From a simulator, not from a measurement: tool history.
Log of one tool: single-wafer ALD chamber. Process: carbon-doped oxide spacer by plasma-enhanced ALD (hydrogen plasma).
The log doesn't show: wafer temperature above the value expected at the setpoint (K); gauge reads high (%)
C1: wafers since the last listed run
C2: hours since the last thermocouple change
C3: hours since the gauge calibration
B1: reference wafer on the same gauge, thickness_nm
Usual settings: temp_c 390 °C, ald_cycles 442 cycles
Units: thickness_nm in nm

{"run": 1, "day": 0.0, "temp_c": 385, "ald_cycles": 442, "C1": 0, "C2": 1308.3, "C3": 29.4, "B1": 23.495, "thickness_nm": 22.244}
{"run": 2, "day": 1.367, "temp_c": 385, "ald_cycles": 442, "C1": 36, "C2": 1341.1, "C3": 62.2, "B1": 23.502, "thickness_nm": 22.245}
{"run": 3, "day": 3.233, "temp_c": 385, "ald_cycles": 442, "C1": 49, "C2": 1385.9, "C3": 107, "B1": 23.48, "thickness_nm": 22.278}
{"run": 4, "day": 6.004, "temp_c": 384, "ald_cycles": 404, "C1": 73, "C2": 1452.4, "C3": 173.5, "B1": 23.484, "thickness_nm": 20.325}
{"run": 5, "day": 7.138, "temp_c": 384, "ald_cycles": 404, "C1": 30, "C2": 1479.6, "C3": 200.7, "B1": 23.486, "thickness_nm": 20.341}
{"run": 6, "day": 9.258, "temp_c": 390, "ald_cycles": 442, "C1": 56, "C2": 1530.5, "C3": 251.6, "B1": 23.501, "thickness_nm": 22.23}
{"run": 7, "day": 11.638, "temp_c": 395, "ald_cycles": 442, "C1": 63, "C2": 1587.6, "C3": 308.7, "B1": 23.498, "thickness_nm": 22.256}
{"run": 8, "day": 14.071, "temp_c": 395, "ald_cycles": 442, "C1": 64, "C2": 1646, "C3": 367.1, "B1": 23.501, "thickness_nm": 22.259}
{"run": 9, "day": 15.246, "temp_c": 382, "ald_cycles": 442, "C1": 31, "C2": 1674.2, "C3": 395.3, "B1": 23.501, "thickness_nm": 22.213}
{"run": 10, "day": 17.471, "temp_c": 382, "ald_cycles": 442, "C1": 59, "C2": 1727.6, "C3": 448.7, "B1": 23.51, "thickness_nm": 22.24}
{"run": 11, "day": 19.754, "temp_c": 404, "ald_cycles": 489, "C1": 60, "C2": 1782.4, "C3": 503.5, "B1": 23.494, "thickness_nm": 24.273}
{"run": 12, "day": 22.317, "temp_c": 390, "ald_cycles": 442, "C1": 67, "C2": 1843.9, "C3": 565, "B1": 23.52, "thickness_nm": 22.257}
{"run": 13, "day": 24.812, "temp_c": 402, "ald_cycles": 374, "C1": 66, "C2": 1903.8, "C3": 624.9, "B1": 23.514, "thickness_nm": 18.637}
{"run": 14, "day": 26.988, "temp_c": 404, "ald_cycles": 442, "C1": 57, "C2": 1956, "C3": 677.1, "B1": 23.499, "thickness_nm": 21.823}
{"day": 28.879, "done": "thermocouple changed; heater temperature recalibrated"}
{"run": 15, "day": 28.9, "temp_c": 386, "ald_cycles": 527, "C1": 41, "C2": 0.5, "C3": 723, "B1": 23.504, "thickness_nm": 26.421}
{"day": 37.146, "done": "gauge calibrated"}
{"run": 16, "day": 37.15, "temp_c": 390, "ald_cycles": 442, "C1": 218, "C2": 198.5, "C3": 0.1, "B1": 23.495, "thickness_nm": 22.197}
{"run": 17, "day": 38.571, "temp_c": 390, "ald_cycles": 396, "C1": 37, "C2": 232.6, "C3": 34.2, "B1": 23.501, "thickness_nm": 19.886}
{"run": 18, "day": 40.2, "temp_c": 402, "ald_cycles": 442, "C1": 43, "C2": 271.7, "C3": 73.3, "B1": 23.504, "thickness_nm": 22.005}
{"run": 19, "day": 41.242, "temp_c": 390, "ald_cycles": 408, "C1": 27, "C2": 296.7, "C3": 98.3, "B1": 23.516, "thickness_nm": 20.535}
{"run": 20, "day": 47.562, "temp_c": 390, "ald_cycles": 366, "C1": 167, "C2": 448.4, "C3": 250, "B1": 23.49, "thickness_nm": 18.373}
{"run": 21, "day": 49.371, "temp_c": 403, "ald_cycles": 503, "C1": 47, "C2": 491.8, "C3": 293.4, "B1": 23.49, "thickness_nm": 24.959}

Forecast each of these 3 alternatives for the next run:
{"run": "A", "day": 49.417, "temp_c": 390, "ald_cycles": 497, "C1": 1, "C2": 492.9, "C3": 294.5, "B1": "?", "thickness_nm": "?"}
{"run": "B", "day": 49.417, "temp_c": 397, "ald_cycles": 488, "C1": 1, "C2": 492.9, "C3": 294.5, "B1": "?", "thickness_nm": "?"}
{"run": "C", "day": 49.417, "temp_c": 402, "ald_cycles": 370, "C1": 1, "C2": 492.9, "C3": 294.5, "B1": "?", "thickness_nm": "?"}

run=A B1=23.482 thickness_nm=25.02
run=B B1=23.482 thickness_nm=24.567
run=C B1=23.482 thickness_nm=18.421
Without the tool's hidden state the same runs would have given:
run=A thickness_nm=25.02
run=B thickness_nm=24.567
run=C thickness_nm=18.421
